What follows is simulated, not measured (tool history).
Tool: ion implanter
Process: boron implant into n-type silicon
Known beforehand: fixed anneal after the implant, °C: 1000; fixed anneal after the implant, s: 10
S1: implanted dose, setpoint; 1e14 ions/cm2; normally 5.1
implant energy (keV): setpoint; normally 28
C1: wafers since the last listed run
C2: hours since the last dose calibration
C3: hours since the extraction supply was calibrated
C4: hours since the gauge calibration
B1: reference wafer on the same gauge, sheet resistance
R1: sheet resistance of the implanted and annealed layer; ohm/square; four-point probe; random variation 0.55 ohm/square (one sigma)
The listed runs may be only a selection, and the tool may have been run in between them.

run 1 hour=0 | S1=5.1 implant_energy_(keV)=24 | C1=0 C2=158.7 C3=5357.3 C4=1078.1 | B1=242.08 | R1=225.92
run 2 hour=68.1 | S1=5.1 implant_energy_(keV)=28 | C1=1220 C2=226.8 C3=5425.4 C4=1146.2 | B1=242.2 | R1=224.12
run 3 hour=135.9 | S1=5.1 implant_energy_(keV)=28 | C1=1214 C2=294.6 C3=5493.2 C4=1214 | B1=241.98 | R1=223.43
run 4 hour=182.5 | S1=5.57 implant_energy_(keV)=23.5 | C1=835 C2=341.2 C3=5539.8 C4=1260.6 | B1=242.22 | R1=210.89
run 5 hour=244.5 | S1=5.57 implant_energy_(keV)=23.5 | C1=1110 C2=403.2 C3=5601.8 C4=1322.6 | B1=241.97 | R1=212.11
run 6 hour=328.5 | S1=5.57 implant_energy_(keV)=23.5 | C1=1505 C2=487.2 C3=5685.8 C4=1406.6 | B1=242.01 | R1=212.96
run 7 hour=371.4 | S1=5.55 implant_energy_(keV)=24.5 | C1=768 C2=530.1 C3=5728.7 C4=1449.5 | B1=241.94 | R1=212.98
run 8 hour=419.4 | S1=5.55 implant_energy_(keV)=24.5 | C1=860 C2=578.1 C3=5776.7 C4=1497.5 | B1=242.04 | R1=213.05
run 9 hour=450.9 | S1=5.1 implant_energy_(keV)=28 | C1=564 C2=609.6 C3=5808.2 C4=1529 | B1=242.02 | R1=226.21
run 10 hour=489.6 | S1=5.1 implant_energy_(keV)=28 | C1=693 C2=648.3 C3=5846.9 C4=1567.7 | B1=242.24 | R1=226.24
run 11 hour=518.6 | S1=5.1 implant_energy_(keV)=28 | C1=519 C2=677.3 C3=5875.9 C4=1596.7 | B1=242.02 | R1=225.38
run 12 hour=590.1 | S1=5.1 implant_energy_(keV)=28 | C1=1281 C2=748.8 C3=5947.4 C4=1668.2 | B1=242.02 | R1=225.79
run 13 hour=636.4 | S1=5.1 implant_energy_(keV)=28 | C1=829 C2=795.1 C3=5993.7 C4=1714.5 | B1=242 | R1=227.24
run 14 hour=699.7 | S1=5.1 implant_energy_(keV)=28 | C1=1134 C2=858.4 C3=6057 C4=1777.8 | B1=242.05 | R1=227.92
run 15 hour=773.6 | S1=5.57 implant_energy_(keV)=23.5 | C1=1324 C2=932.3 C3=6130.9 C4=1851.7 | B1=242 | R1=215.5
-- hour=824.1 gauge calibrated
run 16 hour=832.4 | S1=6.28 implant_energy_(keV)=25 | C1=1053 C2=991.1 C3=6189.7 C4=8.3 | B1=242.28 | R1=194.71
-- hour=861.4 extraction supply calibrated
run 17 hour=895.4 | S1=5.1 implant_energy_(keV)=32.5 | C1=985 C2=1054.1 C3=34 C4=71.3 | B1=242.09 | R1=225.1
-- hour=940 Faraday cup replaced and dose calibrated
run 18 hour=952.5 | S1=5.1 implant_energy_(keV)=28 | C1=879 C2=12.5 C3=91.1 C4=128.4 | B1=241.98 | R1=222.24
run 19 hour=990.7 | S1=4.24 implant_energy_(keV)=37 | C1=684 C2=50.7 C3=129.3 C4=166.6 | B1=242.22 | R1=252.28
run 20 hour=1060.3 | S1=6.46 implant_energy_(keV)=19.5 | C1=1247 C2=120.3 C3=198.9 C4=236.2 | B1=241.82 | R1=189.44
run 21 hour=1104.6 | S1=4.59 implant_energy_(keV)=35.5 | C1=793 C2=164.6 C3=243.2 C4=280.5 | B1=242.16 | R1=237.97
run 22 hour=1159.6 | S1=4.16 implant_energy_(keV)=24.5 | C1=985 C2=219.6 C3=298.2 C4=335.5 | B1=242 | R1=265.82
run 23 hour=1184.6 | S1=3.79 implant_energy_(keV)=28 | C1=447 C2=244.6 C3=323.2 C4=360.5 | B1=242.15 | R1=283.33
run 24 hour=1211.9 | S1=5.1 implant_energy_(keV)=36.5 | C1=489 C2=271.9 C3=350.5 C4=387.8 | B1=242.24 | R1=218.49
run 25 hour=1260 | S1=6.38 implant_energy_(keV)=19.5 | C1=861 C2=320 C3=398.6 C4=435.9 | B1=241.97 | R1=191.71
run 26 hour=1342.8 | S1=5.1 implant_energy_(keV)=28 | C1=1483 C2=402.8 C3=481.4 C4=518.7 | B1=242.12 | R1=223.97
run 27 hour=1413 | S1=4.47 implant_energy_(keV)=28 | C1=1257 C2=473 C3=551.6 C4=588.9 | B1=242.06 | R1=250.88
run 28 hour=1458.5 | S1=5.1 implant_energy_(keV)=28 | C1=815 C2=518.5 C3=597.1 C4=634.4 | B1=242.04 | R1=225.69
run 29 hour=1521.7 | S1=3.65 implant_energy_(keV)=24 | C1=1132 C2=581.7 C3=660.3 C4=697.6 | B1=242.11 | R1=297.77
run 30 hour=1548.8 | S1=6.59 implant_energy_(keV)=34 | C1=485 C2=608.8 C3=687.4 C4=724.7 | B1=241.94 | R1=180.47
run 31 hour=1614 | S1=4.17 implant_energy_(keV)=21 | C1=1168 C2=674 C3=752.6 C4=789.9 | B1=242.04 | R1=273.84
run 32 hour=1658 | S1=5.57 implant_energy_(keV)=32.5 | C1=788 C2=718 C3=796.6 C4=833.9 | B1=241.91 | R1=208.2
run 33 hour=1715.3 | S1=5.1 implant_energy_(keV)=35 | C1=1026 C2=775.3 C3=853.9 C4=891.2 | B1=242.07 | R1=221.58
run 34 hour=1747.8 | S1=3.86 implant_energy_(keV)=36.5 | C1=582 C2=807.8 C3=886.4 C4=923.7 | B1=242.15 | R1=276.55
run 35 hour=1787 | S1=4.33 implant_energy_(keV)=28 | C1=702 C2=847 C3=925.6 C4=962.9 | B1=242.22 | R1=260.12
run 36 hour=1841.4 | S1=5.1 implant_energy_(keV)=18.5 | C1=974 C2=901.4 C3=980 C4=1017.3 | B1=242.1 | R1=236.55
-- hour=1864.4 Faraday cup replaced and dose calibrated
run 37 hour=1902.8 | S1=5.1 implant_energy_(keV)=28 | C1=956 C2=38.4 C3=1041.4 C4=1078.7 | B1=241.87 | R1=222.39
run 38 hour=1962.7 | S1=5.1 implant_energy_(keV)=28 | C1=1073 C2=98.3 C3=1101.3 C4=1138.6 | B1=241.88 | R1=222.65

Alternative continuations, all from the tool just after run 38; predict every row:
run A hour=1963.1 | S1=6.03 implant_energy_(keV)=28 | C1=7 C2=98.7 C3=1101.7 C4=1139 | B1=? | R1=?
run B hour=1963.1 | S1=6.63 implant_energy_(keV)=37 | C1=7 C2=98.7 C3=1101.7 C4=1139 | B1=? | R1=?
run C hour=1963.1 | S1=3.64 implant_energy_(keV)=20 | C1=7 C2=98.7 C3=1101.7 C4=1139 | B1=? | R1=?

run=A B1=241.87 R1=193.58
run=B B1=241.87 R1=175.16
run=C B1=241.87 R1=299.02
Stripped of hidden state, with their random variation kept, the same runs would have yielded:
run=A R1=193.45
run=B R1=175.05
run=C R1=298.83
